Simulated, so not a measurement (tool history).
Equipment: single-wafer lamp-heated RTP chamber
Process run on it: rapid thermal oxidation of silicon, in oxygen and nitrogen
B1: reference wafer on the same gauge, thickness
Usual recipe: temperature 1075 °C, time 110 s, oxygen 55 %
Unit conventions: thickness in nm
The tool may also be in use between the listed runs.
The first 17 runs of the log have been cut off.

{"run": 18, "hour": 255.7, "temperature": 1091, "time": 110, "oxygen": 32, "B1": 7.616, "thickness": 8.67}
{"run": 19, "hour": 267.0, "temperature": 1089, "time": 62, "oxygen": 77, "B1": 7.609, "thickness": 8.992}
{"run": 20, "hour": 278.3, "temperature": 1075, "time": 110, "oxygen": 38, "B1": 7.593, "thickness": 8.255}
{"hour": 302.3, "done": "gauge calibrated"}
{"run": 21, "hour": 308.7, "temperature": 1100, "time": 128, "oxygen": 82, "B1": 7.587, "thickness": 13.869}
{"run": 22, "hour": 314.9, "temperature": 1075, "time": 110, "oxygen": 55, "B1": 7.611, "thickness": 9.472}
{"run": 23, "hour": 354.4, "temperature": 1059, "time": 127, "oxygen": 32, "B1": 7.585, "thickness": 7.453}
{"hour": 367.2, "done": "oxygen flow controller replaced"}
{"run": 24, "hour": 367.7, "temperature": 1075, "time": 110, "oxygen": 55, "B1": 7.589, "thickness": 9.483}
{"run": 25, "hour": 378.0, "temperature": 1091, "time": 160, "oxygen": 33, "B1": 7.604, "thickness": 10.322}
{"run": 26, "hour": 385.4, "temperature": 1094, "time": 110, "oxygen": 70, "B1": 7.593, "thickness": 11.721}
{"run": 27, "hour": 396.2, "temperature": 1045, "time": 80, "oxygen": 45, "B1": 7.605, "thickness": 6.25}
{"run": 28, "hour": 403.1, "temperature": 1075, "time": 110, "oxygen": 55, "B1": 7.607, "thickness": 9.457}
{"run": 29, "hour": 417.3, "temperature": 1075, "time": 72, "oxygen": 67, "B1": 7.604, "thickness": 8.378}
{"run": 30, "hour": 437.3, "temperature": 1063, "time": 66, "oxygen": 72, "B1": 7.595, "thickness": 7.674}
{"run": 31, "hour": 450.4, "temperature": 1075, "time": 110, "oxygen": 55, "B1": 7.597, "thickness": 9.518}
{"hour": 466.4, "done": "pyrometer window cleaned and pyrometer calibrated"}
{"run": 32, "hour": 466.9, "temperature": 1075, "time": 80, "oxygen": 55, "B1": 7.591, "thickness": 8.217}
{"run": 33, "hour": 479.0, "temperature": 1075, "time": 110, "oxygen": 71, "B1": 7.594, "thickness": 10.392}

What if the next run were any one of these 4? Each begins from the tool's condition after run 33:
{"run": "A", "hour": 479.4, "temperature": 1075, "time": 147, "oxygen": 55, "B1": "?", "thickness": "?"}
{"run": "B", "hour": 479.4, "temperature": 1075, "time": 131, "oxygen": 55, "B1": "?", "thickness": "?"}
{"run": "C", "hour": 479.4, "temperature": 1094, "time": 110, "oxygen": 71, "B1": "?", "thickness": "?"}
{"run": "D", "hour": 479.4, "temperature": 1094, "time": 67, "oxygen": 37, "B1": "?", "thickness": "?"}

run=A B1=7.603 thickness=10.852
run=B B1=7.603 thickness=10.288
run=C B1=7.603 thickness=11.781
run=D B1=7.603 thickness=7.451
With the hidden condition removed and each run's random variation left untouched, the same runs would have given:
run=A thickness=10.852
run=B thickness=10.288
run=C thickness=11.781
run=D thickness=7.451

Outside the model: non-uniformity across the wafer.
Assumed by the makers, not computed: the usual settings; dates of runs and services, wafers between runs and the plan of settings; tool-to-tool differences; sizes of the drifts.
